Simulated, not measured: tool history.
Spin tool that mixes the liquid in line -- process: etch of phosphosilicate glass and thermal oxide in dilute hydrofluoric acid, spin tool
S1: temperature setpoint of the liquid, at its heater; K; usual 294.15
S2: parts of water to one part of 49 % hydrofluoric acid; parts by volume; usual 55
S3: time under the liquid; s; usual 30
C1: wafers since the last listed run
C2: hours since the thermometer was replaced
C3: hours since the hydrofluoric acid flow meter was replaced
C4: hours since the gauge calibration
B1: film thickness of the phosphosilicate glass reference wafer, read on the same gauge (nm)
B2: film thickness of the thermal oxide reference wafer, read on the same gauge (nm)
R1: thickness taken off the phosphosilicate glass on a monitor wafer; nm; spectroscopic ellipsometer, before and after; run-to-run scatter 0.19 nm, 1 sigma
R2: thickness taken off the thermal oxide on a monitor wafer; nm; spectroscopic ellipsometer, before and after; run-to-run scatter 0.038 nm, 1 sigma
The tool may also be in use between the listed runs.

run   hour      S1  S2  S3    C1      C2      C3     C4     B1       B2     R1     R2
  1      0  294.15  55  30     0    2502  1192.3  906.2   31.2  114.373  34.73  2.693
  2   15.6  294.15  55  30   284  2517.6  1207.9  921.8  31.21  114.438  34.75  2.613
  3   30.5  298.15  40  30   271  2532.5  1222.8  936.7  31.23  114.499  57.97  4.301
  4   53.4  290.15  55  50   417  2555.4  1245.7  959.6  31.25  114.622  48.74  3.747
      64.5  -- hydrofluoric acid flow meter replaced
      84.3  -- gauge calibrated
      96.7  -- thermometer replaced
  5  107.8  290.15  55  30   954    11.1    43.3   23.5  29.84  109.353  28.11  2.074
  6  134.6  296.15  45  30   488    37.9    70.1   50.3  29.88  109.452  44.92  3.301
  7  167.4  296.65  65  30   597    70.7   102.9   83.1   29.9  109.597   30.7   2.29
  8  183.8  292.65  55  40   298    87.1   119.3   99.5  29.92  109.661  41.72  3.169
  9  198.3  297.15  70  15   264   101.6   133.8    114  29.92  109.739  14.54  1.076
 10    218  295.65  80  15   358   121.3   153.5  133.7  29.92  109.834  11.82  0.903
 11  244.8  294.15  55  30   488   148.1   180.3  160.5  29.96  109.932  33.52   2.54
 12  257.6  294.15  35  30   233   160.9   193.1  173.3  30.01  110.004  53.48  4.103
 13    286  290.15  55  45   517   189.3   221.5  201.7  30.06   110.12  42.54  3.122
 14  305.8  297.15  40  40   360   209.1   241.3  221.5  30.07  110.224  71.31  5.255
 15  318.7  294.15  30  30   234     222   254.2  234.4  30.11   110.28  63.49  4.764
 16  348.2  290.15  55  50   537   251.5   283.7  263.9  30.12  110.386  47.06    3.7
 17    377  295.65  75  15   524   280.3   312.5  292.7  30.14  110.523  12.76  0.941
 18  410.4  297.15  75  50   608   313.7   345.9  326.1  30.14  110.684  45.54  3.342
 19  423.7  294.15  55  30   242     327   359.2  339.4  30.19   110.76  33.61  2.506
 20  459.5  294.15  80  30   652   362.8     395  375.2  30.24  110.892  22.61    1.7
 21  487.4  294.15  55  30   508   390.7   422.9  403.1  30.26  111.015  33.72   2.58
 22  514.3  294.15  55  20   489   417.6   449.8    430  30.32  111.137  22.32  1.758
 23  527.4  297.15  40  20   238   430.7   462.9  443.1  30.36  111.184  35.84  2.705
 24  598.7  296.65  65  30  1298     502   534.2  514.4  30.42  111.483  31.45  2.416
 25  626.3  294.15  55  30   502   529.6   561.8    542  30.44  111.648  34.16  2.593

Here are 5 independent what-if runs from the current tool condition. What would each one return?
  A  626.7  290.65  55  30   7  530  562.2  542.4   ?   ?   ?   ?
  B  626.7  294.15  45  30   7  530  562.2  542.4   ?   ?   ?   ?
  C  626.7  294.15  65  50   7  530  562.2  542.4   ?   ?   ?   ?
  D  626.7  297.65  55  30   7  530  562.2  542.4   ?   ?   ?   ?
  E  626.7  292.15  55  45   7  530  562.2  542.4   ?   ?   ?   ?

run     B1       B2     R1     R2
  A  30.48  111.625  29.17  2.194
  B  30.48  111.625   41.9  3.152
  C  30.48  111.625  47.18  3.549
  D  30.48  111.625  39.14  2.944
  E  30.48  111.625  46.67  3.511
Stripped of hidden state, with their random variation kept, the same runs would have yielded:
run     R1     R2
  A  28.75  2.162
  B  41.29  3.106
  C  46.49  3.497
  D  38.57  2.901
  E  45.99  3.459

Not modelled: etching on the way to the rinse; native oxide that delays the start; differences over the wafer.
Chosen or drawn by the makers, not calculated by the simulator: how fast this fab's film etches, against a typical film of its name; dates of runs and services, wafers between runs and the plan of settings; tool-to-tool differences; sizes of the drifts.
